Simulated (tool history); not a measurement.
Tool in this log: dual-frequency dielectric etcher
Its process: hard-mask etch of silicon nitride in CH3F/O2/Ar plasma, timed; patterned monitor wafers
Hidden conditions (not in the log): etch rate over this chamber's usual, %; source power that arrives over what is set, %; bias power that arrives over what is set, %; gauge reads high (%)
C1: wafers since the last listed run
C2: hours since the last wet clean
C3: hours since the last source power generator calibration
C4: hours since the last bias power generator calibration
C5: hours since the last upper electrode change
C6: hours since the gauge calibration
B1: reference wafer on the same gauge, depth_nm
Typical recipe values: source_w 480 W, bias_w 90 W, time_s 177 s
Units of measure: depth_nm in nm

run 1 hour=0 | source_w=480 bias_w=90 time_s=177 | C1=0 C2=311.9 C3=1447.7 C4=3259.9 C5=4859.1 C6=36.6 | B1=156 | depth_nm=145.5
run 2 hour=34.1 | source_w=480 bias_w=90 time_s=177 | C1=307 C2=346 C3=1481.8 C4=3294 C5=4893.2 C6=70.7 | B1=156.4 | depth_nm=145.8
-- hour=95.4 wet clean of the chamber
run 3 hour=100.6 | source_w=480 bias_w=80 time_s=177 | C1=383 C2=5.2 C3=1548.3 C4=3360.5 C5=4959.7 C6=137.2 | B1=156.3 | depth_nm=140.2
run 4 hour=145.9 | source_w=480 bias_w=90 time_s=177 | C1=409 C2=50.5 C3=1593.6 C4=3405.8 C5=5005 C6=182.5 | B1=155.9 | depth_nm=144.2
run 5 hour=216.9 | source_w=480 bias_w=90 time_s=177 | C1=641 C2=121.5 C3=1664.6 C4=3476.8 C5=5076 C6=253.5 | B1=155.8 | depth_nm=144
run 6 hour=287.1 | source_w=480 bias_w=90 time_s=177 | C1=634 C2=191.7 C3=1734.8 C4=3547 C5=5146.2 C6=323.7 | B1=156 | depth_nm=144.3
run 7 hour=311.5 | source_w=480 bias_w=90 time_s=177 | C1=220 C2=216.1 C3=1759.2 C4=3571.4 C5=5170.6 C6=348.1 | B1=155.9 | depth_nm=144.4
run 8 hour=370.4 | source_w=480 bias_w=90 time_s=177 | C1=531 C2=275 C3=1818.1 C4=3630.3 C5=5229.5 C6=407 | B1=156 | depth_nm=144.5
-- hour=421.1 bias power generator calibrated
run 9 hour=435.1 | source_w=480 bias_w=90 time_s=177 | C1=548 C2=339.7 C3=1882.8 C4=14 C5=5294.2 C6=471.7 | B1=155.9 | depth_nm=143.8
run 10 hour=473.4 | source_w=410 bias_w=90 time_s=177 | C1=345 C2=378 C3=1921.1 C4=52.3 C5=5332.5 C6=510 | B1=156 | depth_nm=132.9
-- hour=504 wet clean of the chamber
run 11 hour=544.8 | source_w=480 bias_w=90 time_s=177 | C1=428 C2=40.8 C3=1992.5 C4=123.7 C5=5403.9 C6=581.4 | B1=155.9 | depth_nm=142.9
run 12 hour=596.7 | source_w=480 bias_w=90 time_s=177 | C1=468 C2=92.7 C3=2044.4 C4=175.6 C5=5455.8 C6=633.3 | B1=156.2 | depth_nm=143.8
run 13 hour=647.4 | source_w=510 bias_w=90 time_s=177 | C1=457 C2=143.4 C3=2095.1 C4=226.3 C5=5506.5 C6=684 | B1=156 | depth_nm=147.8
-- hour=702.2 source power generator calibrated
run 14 hour=710.3 | source_w=480 bias_w=90 time_s=140 | C1=531 C2=206.3 C3=8.1 C4=289.2 C5=5569.4 C6=746.9 | B1=155.7 | depth_nm=115
-- hour=758.8 gauge calibrated
run 15 hour=780.6 | source_w=480 bias_w=90 time_s=177 | C1=634 C2=276.6 C3=78.4 C4=359.5 C5=5639.7 C6=21.8 | B1=156 | depth_nm=146.4
run 16 hour=813.7 | source_w=480 bias_w=90 time_s=177 | C1=298 C2=309.7 C3=111.5 C4=392.6 C5=5672.8 C6=54.9 | B1=156.2 | depth_nm=145.7
-- hour=904.9 wet clean of the chamber
run 17 hour=905.4 | source_w=480 bias_w=90 time_s=177 | C1=611 C2=0.5 C3=203.2 C4=484.3 C5=5764.5 C6=146.6 | B1=156.3 | depth_nm=145.7
run 18 hour=935.5 | source_w=420 bias_w=90 time_s=177 | C1=271 C2=30.6 C3=233.3 C4=514.4 C5=5794.6 C6=176.7 | B1=155.8 | depth_nm=136.4
-- hour=972.8 upper electrode replaced
run 19 hour=1006.9 | source_w=480 bias_w=72 time_s=177 | C1=428 C2=102 C3=304.7 C4=585.8 C5=34.1 C6=248.1 | B1=156 | depth_nm=134.9
run 20 hour=1058.9 | source_w=480 bias_w=90 time_s=177 | C1=469 C2=154 C3=356.7 C4=637.8 C5=86.1 C6=300.1 | B1=155.9 | depth_nm=144.6
run 21 hour=1100.6 | source_w=390 bias_w=90 time_s=200.5 | C1=376 C2=195.7 C3=398.4 C4=679.5 C5=127.8 C6=341.8 | B1=156 | depth_nm=147.8
run 22 hour=1155.8 | source_w=530 bias_w=99 time_s=207.5 | C1=498 C2=250.9 C3=453.6 C4=734.7 C5=183 C6=397 | B1=155.7 | depth_nm=185.1

What will run 23 give?
run 23 hour=1213 | source_w=540 bias_w=90 time_s=177 | C1=516 C2=308.1 C3=510.8 C4=791.9 C5=240.2 C6=454.2 | B1=? | depth_nm=?

{"run 23": {"B1": 156.2, "depth_nm": 154.2}}
Take away the tool's hidden state, keep the run-to-run variation as it was, and the same run would have given depth_nm 154.5 nm.

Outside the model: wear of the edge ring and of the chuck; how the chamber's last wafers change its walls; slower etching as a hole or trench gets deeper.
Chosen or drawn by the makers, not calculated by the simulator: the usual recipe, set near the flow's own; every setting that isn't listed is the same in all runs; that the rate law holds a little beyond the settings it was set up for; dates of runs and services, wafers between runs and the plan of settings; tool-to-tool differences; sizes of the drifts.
